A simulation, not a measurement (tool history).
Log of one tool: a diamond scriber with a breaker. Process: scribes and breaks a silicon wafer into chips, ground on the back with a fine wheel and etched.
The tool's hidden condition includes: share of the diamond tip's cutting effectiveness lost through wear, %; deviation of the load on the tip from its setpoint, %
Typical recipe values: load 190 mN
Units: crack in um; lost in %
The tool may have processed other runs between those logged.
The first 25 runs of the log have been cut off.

run,day,load,wafers since the last listed run,hours since the diamond tip was replaced,hours since the load on the tip was calibrated,"incoming depth of the damage left on the back of the incoming wafer, um",crack,lost
26,23.300,190,79,189.1,201.8,0.48,11.40,0.65
27,24.650,157,184,221.5,234.2,0.67,10.25,2.16
28,25.467,164,111,241.1,253.8,0.41,10.42,1.37
29,26.529,148,144,266.6,279.3,0.73,9.91,2.82
30,27.654,213,153,293.6,306.3,0.46,12.24,1.14
31,28.354,240,95,310.4,323.1,0.36,13.37,3.28
# day 29.121: diamond tip replaced by a new one, of another model than before
32,29.838,208,191,17.2,358.7,0.65,12.14,1.28
33,30.338,205,68,29.2,370.7,0.70,11.96,1.09
34,31.800,162,199,64.3,405.8,0.47,10.13,2.00
35,32.346,212,74,77.4,418.9,0.38,12.48,1.60
36,33.700,141,184,109.9,451.4,0.38,9.00,5.16
37,35.012,168,179,141.4,482.9,0.37,10.38,1.33
38,35.746,190,100,159.0,500.5,0.69,11.62,0.66
39,37.100,141,184,191.5,533.0,0.45,9.23,5.35
40,37.871,206,105,210.0,551.5,0.31,12.42,1.32
41,39.079,150,164,239.0,580.5,0.78,9.89,2.95

Predict each of these 4 candidate next runs independently; none follows another, all start after run 41:
A,39.100,190,2,239.5,581.0,0.75,?,?
B,39.100,144,2,239.5,581.0,0.75,?,?
C,39.100,214,2,239.5,581.0,0.75,?,?
D,39.100,211,2,239.5,581.0,0.75,?,?

run,crack,lost
A,11.93,0.73
B,9.59,4.24
C,13.06,2.09
D,12.92,1.84
What these runs would have given with no unlogged condition in the tool:
run,crack,lost
A,11.59,0.65
B,9.32,5.39
C,12.69,1.48
D,12.55,1.30

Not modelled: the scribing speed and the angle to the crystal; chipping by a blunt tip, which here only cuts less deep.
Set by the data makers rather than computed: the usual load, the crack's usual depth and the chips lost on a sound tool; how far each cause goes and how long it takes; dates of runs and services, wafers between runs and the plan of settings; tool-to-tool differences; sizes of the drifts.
